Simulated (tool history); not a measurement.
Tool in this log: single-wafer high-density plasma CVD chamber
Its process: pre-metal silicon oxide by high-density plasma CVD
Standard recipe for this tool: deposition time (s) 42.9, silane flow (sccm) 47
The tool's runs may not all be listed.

run,hour,deposition time (s),silane flow (sccm),wafers since the last listed run,hours since the silane flow controller was replaced,hours since the gauge calibration,"read-back reference wafer on the same gauge, thickness_nm",mean film thickness on the monitor wafer (nm)
1,0,40,47,0,2725.1,850.3,181.324,185.182
2,25.3,40,47,594,2750.4,875.6,181.373,184.755
3,60.5,40,47,827,2785.6,910.8,180.886,185.322
4,87.8,42.9,47,641,2812.9,938.1,180.984,199.387
5,144.2,42.9,47,1326,2869.3,994.5,181.051,199.306
# hour 182.2: gauge calibrated
6,207.2,42.9,47,1481,2932.3,25,181.218,198.468
7,278.1,38.4,47,1667,3003.2,95.9,180.947,179.03
8,302.2,38.4,47,566,3027.3,120,180.637,178.532
9,360.5,40.8,44,1370,3085.6,178.3,181.218,181.091
10,407.3,42.9,47,1100,3132.4,225.1,181.154,199.215
11,441.7,42.9,47,808,3166.8,259.5,181.096,201.07
12,473.5,42.9,47,747,3198.6,291.3,181.29,198.908
13,538.9,42.9,47,1537,3264,356.7,180.846,199.264
14,607,42.9,47,1601,3332.1,424.8,180.885,200.298
15,660.5,42.9,47,1257,3385.6,478.3,180.864,199.415
16,729.3,42.9,47,1617,3454.4,547.1,180.748,200.035
17,757.8,42.9,47,670,3482.9,575.6,181.007,199.081
18,925.2,42.9,54,3936,3650.3,743,180.997,221.751
19,960.5,42.9,54,830,3685.6,778.3,181,222.069
20,1021.6,42.9,43,1436,3746.7,839.4,180.938,188.09
21,1063.7,46.9,43,989,3788.8,881.5,181.009,206.674
22,1114.1,42.9,47,1185,3839.2,931.9,180.813,200.605
# hour 1132.5: gauge calibrated
23,1151.2,40.4,55,872,3876.3,18.7,180.997,212.395
24,1222.7,37.5,42,1681,3947.8,90.2,181.022,162.702
25,1263.8,36.9,47,966,3988.9,131.3,180.614,171.938
26,1294.5,50.8,43,721,4019.6,162,180.902,222.038
27,1351.3,42.9,47,1335,4076.4,218.8,181.012,200.287
28,1380.5,42.9,47,686,4105.6,248,181.069,200.974
29,1449.6,36.3,38,1624,4174.7,317.1,180.873,146.571
30,1506.3,48.7,47,1333,4231.4,373.8,180.826,228.321
31,1537.7,42.9,47,738,4262.8,405.2,181.03,201.608
# hour 1554: silane flow controller replaced
32,1598.8,49.8,42,1248,44.8,466.3,181.103,211.191
33,1639.6,48.6,40,959,85.6,507.1,181.344,199.664
34,1671.5,42.9,47,750,117.5,539,180.622,196.581
35,1704.1,49.4,41,766,150.1,571.6,180.834,207.001
36,1771,42.9,47,1573,217,638.5,181.187,197.867
37,1812.7,47.6,44,980,258.7,680.2,180.864,210.489
38,1979.5,37.9,51,3921,425.5,847,181.247,183.806

Below, some changes in mean film thickness on the monitor wafer (nm) between adjacent runs. For each, the amount present without the hidden state too (settings, incoming material, random variation) and the amount remaining for the hidden state with gauge scatter not shared by both compared results:
Hidden conditions of the tool in this case: delivered silane flow above the setpoint (%); gauge reads high (%).
Run 25 -> 26: deposition time (s) 36.9 -> 50.8, silane flow (sccm) 47 -> 43. mean film thickness on the monitor wafer (nm) +50.1: hidden state +1.366, all else +48.734.
Run 28 -> 29: deposition time (s) 42.9 -> 36.3, silane flow (sccm) 47 -> 38. mean film thickness on the monitor wafer (nm) -54.403: hidden state -1.388, all else -53.015.
Run 29 -> 30: deposition time (s) 36.3 -> 48.7, silane flow (sccm) 38 -> 47. mean film thickness on the monitor wafer (nm) +81.75: hidden state +2.373, all else +79.377.
Run 31 -> 32: deposition time (s) 42.9 -> 49.8, silane flow (sccm) 47 -> 42, silane flow controller replaced. mean film thickness on the monitor wafer (nm) +9.583: hidden state -4.14, all else +13.723.
